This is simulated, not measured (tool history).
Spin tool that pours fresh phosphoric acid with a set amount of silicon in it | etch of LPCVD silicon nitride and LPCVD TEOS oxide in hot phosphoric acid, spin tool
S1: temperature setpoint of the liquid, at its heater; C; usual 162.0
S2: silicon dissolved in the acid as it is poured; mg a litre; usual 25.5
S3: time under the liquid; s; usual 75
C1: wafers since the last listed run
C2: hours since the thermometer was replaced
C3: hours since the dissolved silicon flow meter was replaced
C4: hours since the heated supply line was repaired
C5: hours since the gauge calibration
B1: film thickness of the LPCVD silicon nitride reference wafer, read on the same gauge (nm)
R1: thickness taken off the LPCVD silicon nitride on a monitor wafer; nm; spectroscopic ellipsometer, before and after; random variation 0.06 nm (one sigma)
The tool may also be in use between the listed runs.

run    hour     S1    S2   S3    C1      C2      C3      C4      C5     B1     R1
  1     0.0  162.0  25.5   75     0   988.0   715.7    32.9   246.5  49.99   6.43
  2    64.1  162.0  25.5   75   684  1052.1   779.8    97.0   310.6  50.01   6.44
  3   161.0  162.0  25.5   75  1034  1149.0   876.7   193.9   407.5  50.00   6.41
  4   201.5  162.0  25.5   75   432  1189.5   917.2   234.4   448.0  49.97   6.41
  5   238.3  159.0   7.5   40   392  1226.3   954.0   271.2   484.8  49.97   3.07
      248.9  -- thermometer replaced
  6   335.8  165.0  25.5   75  1030    86.9  1051.5   368.7   582.3  50.05   7.54
  7   427.9  161.0  25.5  100   983   179.0  1143.6   460.8   674.4  50.01   8.73
      479.0  -- dissolved silicon flow meter replaced
  8   487.8  159.5   6.0   50   628   238.9     8.8   520.7   734.3  50.00   4.09
  9   570.1  159.5  14.5   45   878   321.2    91.1   603.0   816.6  50.01   3.70
 10   643.0  162.0  25.5   95   778   394.1   164.0   675.9   889.5  49.98   8.31
 11   738.1  161.0  25.5   75  1015   489.2   259.1   771.0   984.6  49.95   6.32
 12   774.1  159.0  37.5   90   384   525.2   295.1   807.0  1020.6  50.03   7.13
 13   854.8  160.5  16.0  110   861   605.9   375.8   887.7  1101.3  49.98   9.20
 14   947.5  163.0  32.0   55   989   698.6   468.5   980.4  1194.0  50.00   4.91
 15   999.9  164.5  25.5   90   559   751.0   520.9  1032.8  1246.4  50.03   8.51
 16  1099.0  160.5  38.5   60  1058   850.1   620.0  1131.9  1345.5  50.03   4.87
 17  1160.6  160.5  16.0  110   657   911.7   681.6  1193.5  1407.1  49.98   8.90
 18  1242.6  162.0  25.5   75   875   993.7   763.6  1275.5  1489.1  50.00   6.36
     1278.3  -- gauge calibrated
 19  1294.9  163.5  35.0  105   558  1046.0   815.9  1327.8    16.6  50.00   9.37
     1318.7  -- thermometer replaced
 20  1400.0  164.5  39.5  115  1111    81.3   921.0  1432.9   121.7  50.03  11.28
     1401.6  -- dissolved silicon flow meter replaced
 21  1480.0  160.5  17.0   75   843   161.3    78.4  1512.9   201.7  49.99   6.46
 22  1566.5  162.0  25.5   75   923   247.8   164.9  1599.4   288.2  50.00   6.75
 23  1614.9  161.0  25.5   55   516   296.2   213.3  1647.8   336.6  49.98   4.77

Forecast each of these 3 alternatives for the next run:
  A  1615.3  162.0  14.5  75   4  296.6  213.7  1648.2  337.0   ?   ?
  B  1615.3  160.0  25.5  95   4  296.6  213.7  1648.2  337.0   ?   ?
  C  1615.3  162.0  10.0  75   4  296.6  213.7  1648.2  337.0   ?   ?

run     B1    R1
  A  49.97  6.82
  B  49.97  8.07
  C  49.97  6.82
Without the tool's hidden state the same runs would have given:
run    R1
  A  6.96
  B  8.25
  C  6.96

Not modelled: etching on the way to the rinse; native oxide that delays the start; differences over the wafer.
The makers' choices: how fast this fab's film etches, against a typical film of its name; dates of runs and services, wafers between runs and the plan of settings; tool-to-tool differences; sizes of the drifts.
